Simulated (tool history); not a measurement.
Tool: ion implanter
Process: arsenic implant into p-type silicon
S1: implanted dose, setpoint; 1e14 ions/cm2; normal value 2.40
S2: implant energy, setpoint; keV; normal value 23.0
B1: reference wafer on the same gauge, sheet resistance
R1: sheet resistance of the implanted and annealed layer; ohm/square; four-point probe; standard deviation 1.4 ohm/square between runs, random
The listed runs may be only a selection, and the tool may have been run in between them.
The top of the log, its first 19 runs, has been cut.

| run | hour | S1 | S2 | B1 | R1 |
|---|---|---|---|---|---|
| 20 | 537.6 | 1.69 | 26.5 | 395.26 | 421.11 |
| 21 | 559.9 | 2.40 | 23.0 | 395.28 | 334.88 |
| 22 | 592.1 | 2.40 | 23.0 | 395.31 | 334.32 |
| 23 | 615.4 | 2.03 | 23.0 | 395.09 | 376.57 |
| 24 | 630.9 | 2.40 | 23.0 | 394.77 | 334.69 |
| 25 | 660.4 | 2.73 | 23.0 | 394.67 | 305.35 |
| 26 | 690.1 | 2.81 | 20.0 | 394.80 | 304.22 |
| 27 | 726.1 | 2.40 | 23.0 | 394.82 | 334.54 |
| 28 | 742.0 | 2.40 | 23.0 | 395.33 | 332.09 |
|  | 760.8 | extraction supply calibrated |
| 29 | 761.3 | 2.84 | 19.5 | 395.38 | 301.38 |
| 30 | 775.7 | 1.68 | 20.0 | 394.76 | 441.96 |
|  | 819.8 | Faraday cup replaced and dose calibrated |
| 31 | 850.1 | 2.40 | 28.5 | 395.21 | 331.41 |
| 32 | 877.3 | 2.68 | 18.0 | 395.04 | 327.35 |
| 33 | 897.2 | 1.81 | 26.0 | 395.02 | 411.24 |
| 34 | 909.9 | 2.03 | 19.0 | 395.30 | 398.85 |
| 35 | 934.8 | 1.92 | 26.5 | 394.59 | 391.28 |
| 36 | 1032.9 | 2.82 | 27.0 | 395.33 | 297.80 |
| 37 | 1068.3 | 3.02 | 15.0 | 394.92 | 305.70 |

Forecast each of these 4 alternatives for the next run:
| A | 1068.7 | 2.40 | 23.0 | ? | ? |
| B | 1068.7 | 3.00 | 29.5 | ? | ? |
| C | 1068.7 | 1.91 | 28.0 | ? | ? |
| D | 1068.7 | 3.01 | 23.0 | ? | ? |

| run | B1 | R1 |
|---|---|---|
| A | 394.58 | 340.10 |
| B | 394.58 | 278.13 |
| C | 394.58 | 388.98 |
| D | 394.58 | 288.09 |
Had the tool no hidden state, the same runs would have come out as:
| run | R1 |
|---|---|
| A | 341.75 |
| B | 279.49 |
| C | 390.84 |
| D | 289.51 |
